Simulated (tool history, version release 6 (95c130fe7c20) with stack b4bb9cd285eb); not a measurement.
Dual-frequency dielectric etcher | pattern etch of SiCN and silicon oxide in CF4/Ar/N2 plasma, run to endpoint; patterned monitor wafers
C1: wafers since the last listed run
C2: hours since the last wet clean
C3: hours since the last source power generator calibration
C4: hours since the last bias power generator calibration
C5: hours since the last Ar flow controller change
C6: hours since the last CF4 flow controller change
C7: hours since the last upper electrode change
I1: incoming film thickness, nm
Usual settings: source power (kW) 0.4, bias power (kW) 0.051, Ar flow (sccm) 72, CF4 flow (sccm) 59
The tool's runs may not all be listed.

{"run": 1, "day": 0.0, "source power (kW)": 0.4, "bias power (kW)": 0.051, "Ar flow (sccm)": 72, "CF4 flow (sccm)": 59, "C1": 0, "C2": 481.8, "C3": 2829.6, "C4": 1834, "C5": 3246, "C6": 1526.9, "C7": 2580.4, "I1": 13.35, "endpoint time (s)": 18.8}
{"day": 1.679, "done": "wet clean of the chamber"}
{"run": 2, "day": 2.083, "source power (kW)": 0.4, "bias power (kW)": 0.051, "Ar flow (sccm)": 72, "CF4 flow (sccm)": 59, "C1": 327, "C2": 9.7, "C3": 2879.6, "C4": 1884, "C5": 3296, "C6": 1576.9, "C7": 2630.4, "I1": 13.31, "endpoint time (s)": 18.7}
{"run": 3, "day": 5.0, "source power (kW)": 0.4, "bias power (kW)": 0.051, "Ar flow (sccm)": 72, "CF4 flow (sccm)": 59, "C1": 880, "C2": 79.7, "C3": 2949.6, "C4": 1954, "C5": 3366, "C6": 1646.9, "C7": 2700.4, "I1": 13.39, "endpoint time (s)": 18.7}
{"run": 4, "day": 7.862, "source power (kW)": 0.4, "bias power (kW)": 0.045, "Ar flow (sccm)": 72, "CF4 flow (sccm)": 59, "C1": 864, "C2": 148.4, "C3": 3018.3, "C4": 2022.7, "C5": 3434.7, "C6": 1715.6, "C7": 2769.1, "I1": 13.3, "endpoint time (s)": 19.6}
{"run": 5, "day": 11.617, "source power (kW)": 0.4, "bias power (kW)": 0.045, "Ar flow (sccm)": 72, "CF4 flow (sccm)": 59, "C1": 1133, "C2": 238.5, "C3": 3108.4, "C4": 2112.8, "C5": 3524.8, "C6": 1805.7, "C7": 2859.2, "I1": 13.44, "endpoint time (s)": 19.9}
{"run": 6, "day": 13.392, "source power (kW)": 0.4, "bias power (kW)": 0.051, "Ar flow (sccm)": 72, "CF4 flow (sccm)": 59, "C1": 536, "C2": 281.1, "C3": 3151, "C4": 2155.4, "C5": 3567.4, "C6": 1848.3, "C7": 2901.8, "I1": 13.48, "endpoint time (s)": 18.9}
{"run": 7, "day": 15.533, "source power (kW)": 0.4, "bias power (kW)": 0.051, "Ar flow (sccm)": 72, "CF4 flow (sccm)": 59, "C1": 646, "C2": 332.5, "C3": 3202.4, "C4": 2206.8, "C5": 3618.8, "C6": 1899.7, "C7": 2953.2, "I1": 13.55, "endpoint time (s)": 19}
{"day": 16.504, "done": "CF4 flow controller replaced"}
{"run": 8, "day": 19.058, "source power (kW)": 0.4, "bias power (kW)": 0.051, "Ar flow (sccm)": 72, "CF4 flow (sccm)": 59, "C1": 989, "C2": 417.1, "C3": 3287, "C4": 2291.4, "C5": 3703.4, "C6": 61.3, "C7": 3037.8, "I1": 13.28, "endpoint time (s)": 18.6}
{"day": 19.954, "done": "bias power generator calibrated"}
{"day": 23.742, "done": "wet clean of the chamber"}
{"run": 9, "day": 23.762, "source power (kW)": 0.4, "bias power (kW)": 0.051, "Ar flow (sccm)": 72, "CF4 flow (sccm)": 59, "C1": 1068, "C2": 0.5, "C3": 3399.9, "C4": 91.4, "C5": 3816.3, "C6": 174.2, "C7": 3150.7, "I1": 13.3, "endpoint time (s)": 18.6}
{"day": 26.717, "done": "source power generator calibrated"}
{"run": 10, "day": 26.762, "source power (kW)": 0.4, "bias power (kW)": 0.047, "Ar flow (sccm)": 89, "CF4 flow (sccm)": 59, "C1": 855, "C2": 72.5, "C3": 1.1, "C4": 163.4, "C5": 3888.3, "C6": 246.2, "C7": 3222.7, "I1": 13.36, "endpoint time (s)": 19.9}
{"day": 27.938, "done": "Ar flow controller replaced"}
{"day": 29.029, "done": "upper electrode replaced"}
{"run": 11, "day": 29.05, "source power (kW)": 0.31, "bias power (kW)": 0.061, "Ar flow (sccm)": 72, "CF4 flow (sccm)": 72, "C1": 313, "C2": 127.4, "C3": 56, "C4": 218.3, "C5": 26.7, "C6": 301.1, "C7": 0.5, "I1": 13.46, "endpoint time (s)": 19.5}
{"run": 12, "day": 30.154, "source power (kW)": 0.5, "bias power (kW)": 0.048, "Ar flow (sccm)": 72, "CF4 flow (sccm)": 59, "C1": 333, "C2": 153.9, "C3": 82.5, "C4": 244.8, "C5": 53.2, "C6": 327.6, "C7": 27, "I1": 13.37, "endpoint time (s)": 16.4}
{"run": 13, "day": 31.942, "source power (kW)": 0.4, "bias power (kW)": 0.051, "Ar flow (sccm)": 54, "CF4 flow (sccm)": 59, "C1": 539, "C2": 196.8, "C3": 125.4, "C4": 287.7, "C5": 96.1, "C6": 370.5, "C7": 69.9, "I1": 13.47, "endpoint time (s)": 17.6}
{"run": 14, "day": 33.829, "source power (kW)": 0.4, "bias power (kW)": 0.051, "Ar flow (sccm)": 63, "CF4 flow (sccm)": 70, "C1": 570, "C2": 242.1, "C3": 170.7, "C4": 333, "C5": 141.4, "C6": 415.8, "C7": 115.2, "I1": 13.33, "endpoint time (s)": 17.3}
{"day": 34.108, "done": "source power generator calibrated, repeated, since the last time left the tool worse"}
{"run": 15, "day": 35.842, "source power (kW)": 0.4, "bias power (kW)": 0.051, "Ar flow (sccm)": 72, "CF4 flow (sccm)": 59, "C1": 557, "C2": 290.4, "C3": 41.6, "C4": 381.3, "C5": 189.7, "C6": 464.1, "C7": 163.5, "I1": 13.49, "endpoint time (s)": 19.2}
{"run": 16, "day": 40.179, "source power (kW)": 0.4, "bias power (kW)": 0.051, "Ar flow (sccm)": 72, "CF4 flow (sccm)": 65, "C1": 1309, "C2": 394.5, "C3": 145.7, "C4": 485.4, "C5": 293.8, "C6": 568.2, "C7": 267.6, "I1": 13.39, "endpoint time (s)": 18.8}
{"run": 17, "day": 43.696, "source power (kW)": 0.4, "bias power (kW)": 0.051, "Ar flow (sccm)": 72, "CF4 flow (sccm)": 59, "C1": 1062, "C2": 478.9, "C3": 230.1, "C4": 569.8, "C5": 378.2, "C6": 652.6, "C7": 352, "I1": 13.35, "endpoint time (s)": 19}
{"run": 18, "day": 46.354, "source power (kW)": 0.35, "bias power (kW)": 0.046, "Ar flow (sccm)": 58, "CF4 flow (sccm)": 55, "C1": 802, "C2": 542.7, "C3": 293.9, "C4": 633.6, "C5": 442, "C6": 716.4, "C7": 415.8, "I1": 13.37, "endpoint time (s)": 20.7}

What the log doesn't show, run by run:
etch rate over this chamber's usual, %: 0 in every run
bias power that arrives over what is set, %: 0 in every run
Ar flow that arrives over what is set, %: 0 in every run
CF4 flow that arrives over what is set, %: 0 in every run
H1: source power that arrives over what is set, %
run=1 H1=2.97
run=2 H1=2.97
run=3 H1=2.99
run=4 H1=3
run=5 H1=3.01
run=6 H1=3.02
run=7 H1=3.02
run=8 H1=3.03
run=9 H1=3.05
run=10 H1=6
run=11 H1=6.16
run=12 H1=6.24
run=13 H1=6.36
run=14 H1=6.48
run=15 H1=0.246
run=16 H1=0.542
run=17 H1=0.76
run=18 H1=0.914
